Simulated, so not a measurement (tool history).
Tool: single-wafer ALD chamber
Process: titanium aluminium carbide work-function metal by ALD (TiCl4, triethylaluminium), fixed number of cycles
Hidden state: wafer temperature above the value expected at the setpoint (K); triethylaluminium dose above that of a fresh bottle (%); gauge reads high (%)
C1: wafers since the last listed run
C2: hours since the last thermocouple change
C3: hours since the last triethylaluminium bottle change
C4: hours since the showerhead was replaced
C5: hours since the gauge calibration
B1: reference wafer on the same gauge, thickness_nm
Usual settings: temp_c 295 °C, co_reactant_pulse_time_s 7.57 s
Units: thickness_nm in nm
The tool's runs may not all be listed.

{"run": 1, "day": 0.0, "temp_c": 286, "co_reactant_pulse_time_s": 8.31, "C1": 0, "C2": 2029.1, "C3": 434.0, "C4": 2706.4, "C5": 259.0, "B1": 2.201, "thickness_nm": 1.82}
{"run": 2, "day": 2.054, "temp_c": 286, "co_reactant_pulse_time_s": 8.31, "C1": 398, "C2": 2078.4, "C3": 483.3, "C4": 2755.7, "C5": 308.3, "B1": 2.197, "thickness_nm": 1.804}
{"run": 3, "day": 3.275, "temp_c": 295, "co_reactant_pulse_time_s": 7.57, "C1": 236, "C2": 2107.7, "C3": 512.6, "C4": 2785.0, "C5": 337.6, "B1": 2.2, "thickness_nm": 1.807}
{"run": 4, "day": 5.092, "temp_c": 295, "co_reactant_pulse_time_s": 7.57, "C1": 352, "C2": 2151.3, "C3": 556.2, "C4": 2828.6, "C5": 381.2, "B1": 2.199, "thickness_nm": 1.808}
{"run": 5, "day": 7.25, "temp_c": 304, "co_reactant_pulse_time_s": 5.85, "C1": 418, "C2": 2203.1, "C3": 608.0, "C4": 2880.4, "C5": 433.0, "B1": 2.197, "thickness_nm": 1.683}
{"run": 6, "day": 9.954, "temp_c": 304, "co_reactant_pulse_time_s": 5.85, "C1": 524, "C2": 2268.0, "C3": 672.9, "C4": 2945.3, "C5": 497.9, "B1": 2.202, "thickness_nm": 1.668}
{"run": 7, "day": 11.596, "temp_c": 295, "co_reactant_pulse_time_s": 8.49, "C1": 318, "C2": 2307.4, "C3": 712.3, "C4": 2984.7, "C5": 537.3, "B1": 2.2, "thickness_nm": 1.862}
{"run": 8, "day": 14.112, "temp_c": 295, "co_reactant_pulse_time_s": 7.57, "C1": 488, "C2": 2367.8, "C3": 772.7, "C4": 3045.1, "C5": 597.7, "B1": 2.198, "thickness_nm": 1.79}
{"run": 9, "day": 15.725, "temp_c": 303, "co_reactant_pulse_time_s": 7.57, "C1": 312, "C2": 2406.5, "C3": 811.4, "C4": 3083.8, "C5": 636.4, "B1": 2.2, "thickness_nm": 1.87}
{"run": 10, "day": 19.162, "temp_c": 303, "co_reactant_pulse_time_s": 7.57, "C1": 667, "C2": 2489.0, "C3": 893.9, "C4": 3166.3, "C5": 718.9, "B1": 2.197, "thickness_nm": 1.865}
{"run": 11, "day": 20.679, "temp_c": 295, "co_reactant_pulse_time_s": 6.71, "C1": 294, "C2": 2525.4, "C3": 930.3, "C4": 3202.7, "C5": 755.3, "B1": 2.2, "thickness_nm": 1.722}
{"run": 12, "day": 21.767, "temp_c": 306, "co_reactant_pulse_time_s": 9.24, "C1": 211, "C2": 2551.5, "C3": 956.4, "C4": 3228.8, "C5": 781.4, "B1": 2.199, "thickness_nm": 1.987}
{"day": 23.321, "done": "thermocouple changed; heater temperature recalibrated"}
{"day": 24.338, "done": "gauge calibrated"}
{"run": 13, "day": 24.367, "temp_c": 308, "co_reactant_pulse_time_s": 9.22, "C1": 439, "C2": 25.1, "C3": 1018.8, "C4": 3291.2, "C5": 0.7, "B1": 2.197, "thickness_nm": 1.983}
{"run": 14, "day": 26.508, "temp_c": 283, "co_reactant_pulse_time_s": 8.74, "C1": 415, "C2": 76.5, "C3": 1070.2, "C4": 3342.6, "C5": 52.1, "B1": 2.201, "thickness_nm": 1.784}
{"day": 27.371, "done": "showerhead replaced"}
{"run": 15, "day": 28.562, "temp_c": 307, "co_reactant_pulse_time_s": 9.82, "C1": 334, "C2": 125.8, "C3": 1119.5, "C4": 28.6, "C5": 101.4, "B1": 2.199, "thickness_nm": 2.018}
{"run": 16, "day": 30.896, "temp_c": 295, "co_reactant_pulse_time_s": 9.24, "C1": 452, "C2": 181.8, "C3": 1175.5, "C4": 84.6, "C5": 157.4, "B1": 2.202, "thickness_nm": 1.897}
{"day": 31.55, "done": "triethylaluminium bottle replaced"}
{"run": 17, "day": 33.621, "temp_c": 299, "co_reactant_pulse_time_s": 10.44, "C1": 464, "C2": 247.2, "C3": 49.7, "C4": 150.0, "C5": 222.8, "B1": 2.2, "thickness_nm": 2.007}
{"run": 18, "day": 35.633, "temp_c": 295, "co_reactant_pulse_time_s": 7.57, "C1": 390, "C2": 295.5, "C3": 98.0, "C4": 198.3, "C5": 271.1, "B1": 2.201, "thickness_nm": 1.873}
{"run": 19, "day": 37.071, "temp_c": 305, "co_reactant_pulse_time_s": 9.5, "C1": 279, "C2": 330.0, "C3": 132.5, "C4": 232.8, "C5": 305.6, "B1": 2.199, "thickness_nm": 2.04}
{"run": 20, "day": 38.538, "temp_c": 290, "co_reactant_pulse_time_s": 8.72, "C1": 284, "C2": 365.2, "C3": 167.7, "C4": 268.0, "C5": 340.8, "B1": 2.2, "thickness_nm": 1.875}
{"run": 21, "day": 40.271, "temp_c": 295, "co_reactant_pulse_time_s": 10.32, "C1": 336, "C2": 406.8, "C3": 209.3, "C4": 309.6, "C5": 382.4, "B1": 2.201, "thickness_nm": 1.961}
{"run": 22, "day": 41.421, "temp_c": 295, "co_reactant_pulse_time_s": 7.57, "C1": 223, "C2": 434.4, "C3": 236.9, "C4": 337.2, "C5": 410.0, "B1": 2.2, "thickness_nm": 1.848}

Forecast each of these 3 alternatives for the next run:
{"run": "A", "day": 41.438, "temp_c": 295, "co_reactant_pulse_time_s": 10.0, "C1": 3, "C2": 434.8, "C3": 237.3, "C4": 337.6, "C5": 410.4, "B1": "?", "thickness_nm": "?"}
{"run": "B", "day": 41.438, "temp_c": 305, "co_reactant_pulse_time_s": 7.57, "C1": 3, "C2": 434.8, "C3": 237.3, "C4": 337.6, "C5": 410.4, "B1": "?", "thickness_nm": "?"}
{"run": "C", "day": 41.438, "temp_c": 282, "co_reactant_pulse_time_s": 10.29, "C1": 3, "C2": 434.8, "C3": 237.3, "C4": 337.6, "C5": 410.4, "B1": "?", "thickness_nm": "?"}

run=A B1=2.200 thickness_nm=1.951
run=B B1=2.200 thickness_nm=1.910
run=C B1=2.200 thickness_nm=1.860
Without the tool's hidden state the same runs would have given:
run=A thickness_nm=1.969
run=B thickness_nm=1.946
run=C thickness_nm=1.875

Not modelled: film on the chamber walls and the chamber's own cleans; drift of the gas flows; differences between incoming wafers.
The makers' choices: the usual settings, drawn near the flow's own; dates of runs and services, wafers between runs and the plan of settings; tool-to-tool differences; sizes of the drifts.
